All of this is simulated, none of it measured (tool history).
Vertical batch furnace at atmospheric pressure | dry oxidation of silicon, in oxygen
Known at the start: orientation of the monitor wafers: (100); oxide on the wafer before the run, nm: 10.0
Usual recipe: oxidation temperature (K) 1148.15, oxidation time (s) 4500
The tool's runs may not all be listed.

run      day  oxidation temperature (K)  oxidation time (s)  wafers since the last listed run  hours since the last temperature calibration  hours since the boat lift was adjusted  hours since the gauge calibration  read-back reference wafer on the same gauge, thickness  oxide thickness on the monitor wafer (nm)
  1    0.000                    1148.15                5580                                 0                                        2204.4                                  3822.9                             2458.6                                                   18.82                                      24.06
  2    3.921                    1148.15                3120                              1011                                        2298.5                                  3917.0                             2552.7                                                   18.82                                      18.57
  3    5.842                    1148.15                3120                               495                                        2344.6                                  3963.1                             2598.8                                                   18.82                                      18.76
  4    9.883                    1148.15                3120                              1042                                        2441.6                                  4060.1                             2695.8                                                   18.81                                      18.63
  5   14.292                    1148.15                3660                              1137                                        2547.4                                  4165.9                             2801.6                                                   18.81                                      19.90
  6   18.467                    1167.15                6210                              1077                                        2647.6                                  4266.1                             2901.8                                                   18.79                                      29.45
  7   20.588                    1148.15                4500                               547                                        2698.5                                  4317.0                             2952.7                                                   18.81                                      21.84
  8   24.688                    1148.15                4500                              1057                                        2796.9                                  4415.4                             3051.1                                                   18.81                                      21.69
  9   28.092                    1148.15                4500                               878                                        2878.6                                  4497.1                             3132.8                                                   18.79                                      21.68
 10   29.829                    1148.15                4500                               448                                        2920.3                                  4538.8                             3174.5                                                   18.79                                      21.79
 11   32.808                    1148.15                4500                               768                                        2991.8                                  4610.3                             3246.0                                                   18.78                                      21.81
      34.392  -- gauge calibrated
 12   35.971                    1148.15                4500                               815                                        3067.7                                  4686.2                               37.9                                                   19.14                                      22.08
 13   40.258                    1148.15                4500                              1106                                        3170.6                                  4789.1                              140.8                                                   19.11                                      22.14
 14   42.975                    1138.15                5370                               700                                        3235.8                                  4854.3                              206.0                                                   19.08                                      22.17
      49.096  -- boat lift adjusted
 15   51.425                    1138.15                5370                              1921                                        3438.6                                    55.9                              408.8                                                   19.03                                      22.18
 16   55.808                    1148.15                4500                              1130                                        3543.8                                   161.1                              514.0                                                   19.02                                      22.04
 17   58.600                    1159.15                2550                               720                                        3610.8                                   228.1                              581.0                                                   18.98                                      18.60
 18   68.075                    1148.15                4500                              2444                                        3838.2                                   455.5                              808.4                                                   18.96                                      21.99
      71.296  -- thermocouples replaced and temperature profile calibrated
 19   72.188                    1134.15                4500                               802                                          21.4                                   554.2                              907.1                                                   18.93                                      20.00
 20   74.671                    1148.15                2370                               640                                          81.0                                   613.8                              966.7                                                   18.92                                      16.93
 21   76.708                    1148.15                4500                               525                                         129.9                                   662.7                             1015.6                                                   18.92                                      21.77
 22   78.925                    1148.15                6210                               571                                         183.1                                   715.9                             1068.8                                                   18.91                                      25.44
 23   81.221                    1148.15                5550                               592                                         238.2                                   771.0                             1123.9                                                   18.88                                      24.00
 24   92.704                    1127.15                4500                              2962                                         513.8                                  1046.6                             1399.5                                                   18.86                                      18.83
 25   96.279                    1157.15                2760                               922                                         599.6                                  1132.4                             1485.3                                                   18.86                                      18.79
 26   99.071                    1148.15                3600                               720                                         666.6                                  1199.4                             1552.3                                                   18.83                                      19.72
 27  102.392                    1127.15                3090                               856                                         746.3                                  1279.1                             1632.0                                                   18.85                                      16.40
 28  105.896                    1157.15                4500                               903                                         830.4                                  1363.2                             1716.1                                                   18.83                                      23.29
 29  108.604                    1159.15                3450                               698                                         895.4                                  1428.2                             1781.1                                                   18.82                                      21.07
 30  112.304                    1171.15                4500                               954                                         984.2                                  1517.0                             1869.9                                                   18.82                                      25.82
 31  115.850                    1148.15                5610                               914                                        1069.3                                  1602.1                             1955.0                                                   18.81                                      24.17
 32  118.212                    1169.15                2730                               609                                        1126.0                                  1658.8                             2011.7                                                   18.81                                      20.09
 33  120.412                    1138.15                6420                               567                                        1178.8                                  1711.6                             2064.5                                                   18.80                                      23.89
 34  124.792                    1148.15                4500                              1129                                        1283.9                                  1816.7                             2169.6                                                   18.81                                      21.69
 35  127.388                    1141.15                3750                               669                                        1346.2                                  1879.0                             2231.9                                                   18.80                                      19.21
 36  131.008                    1158.15                3780                               934                                        1433.1                                  1965.9                             2318.8                                                   18.79                                      21.68
 37  134.375                    1148.15                5370                               868                                        1513.9                                  2046.7                             2399.6                                                   18.78                                      23.52
 38  137.525                    1148.15                4500                               812                                        1589.5                                  2122.3                             2475.2                                                   18.80                                      21.87

Predict each of these 5 candidate next runs independently; none follows another, all start after run 38:
  A  137.733                    1148.15                2340                                53                                        1594.5                                  2127.3                             2480.2                                                       ?                                          ?
  B  137.733                    1160.15                6510                                53                                        1594.5                                  2127.3                             2480.2                                                       ?                                          ?
  C  137.733                    1157.15                2850                                53                                        1594.5                                  2127.3                             2480.2                                                       ?                                          ?
  D  137.733                    1128.15                3300                                53                                        1594.5                                  2127.3                             2480.2                                                       ?                                          ?
  E  137.733                    1135.15                3720                                53                                        1594.5                                  2127.3                             2480.2                                                       ?                                          ?

run  read-back reference wafer on the same gauge, thickness  oxide thickness on the monitor wafer (nm)
  A                                                   18.80                                      16.67
  B                                                   18.80                                      28.46
  C                                                   18.80                                      18.96
  D                                                   18.80                                      16.77
  E                                                   18.80                                      18.31
Without the tool's hidden state the same runs would have given:
run  oxide thickness on the monitor wafer (nm)
  A                                      17.04
  B                                      29.08
  C                                      19.37
  D                                      17.14
  E                                      18.72

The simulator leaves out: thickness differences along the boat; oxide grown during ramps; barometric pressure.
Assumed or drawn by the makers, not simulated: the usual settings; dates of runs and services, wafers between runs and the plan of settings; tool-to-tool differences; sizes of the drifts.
